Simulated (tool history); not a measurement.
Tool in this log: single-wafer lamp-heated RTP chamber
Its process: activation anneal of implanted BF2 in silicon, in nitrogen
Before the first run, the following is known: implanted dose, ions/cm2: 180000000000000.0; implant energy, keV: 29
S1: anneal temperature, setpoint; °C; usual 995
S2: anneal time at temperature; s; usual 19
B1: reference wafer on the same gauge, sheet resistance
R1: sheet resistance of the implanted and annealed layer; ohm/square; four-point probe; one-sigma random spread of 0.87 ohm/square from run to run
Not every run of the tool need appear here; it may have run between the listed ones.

run,hour,S1,S2,B1,R1
1,0,995,19,532.75,579.26
2,9.7,995,19,533.11,577.95
3,17.5,1007,19,532.62,577.37
4,23.5,995,12,533.09,581.99
5,34.1,995,19,532.96,578.33
6,44.5,995,19,533.04,577.36
# hour 57.5: reflector plate cleaned
7,62.1,995,19,532.88,578.77
# hour 72.6: pyrometer window cleaned and pyrometer calibrated
8,78.4,974,8,532.79,593.41
9,89.8,995,19,532.95,578.97
# hour 97.2: gauge calibrated
10,112.8,978,25,533.33,584.79
11,128.9,995,19,532.84,578.29
12,138.2,966,24,533.13,594.89
13,144.3,1008,19,532.97,575.21
14,152.4,1023,19,533.18,574.15

The next listed run, before its measurement:
# hour 161.1: pyrometer window cleaned and pyrometer calibrated
15,161.6,995,16,?,?

{"run 15": {"B1": 532.89, "R1": 578.99}}
If the tool had no hidden condition, the same run with the same run-to-run variation would have returned R1 578.99 ohm/square.
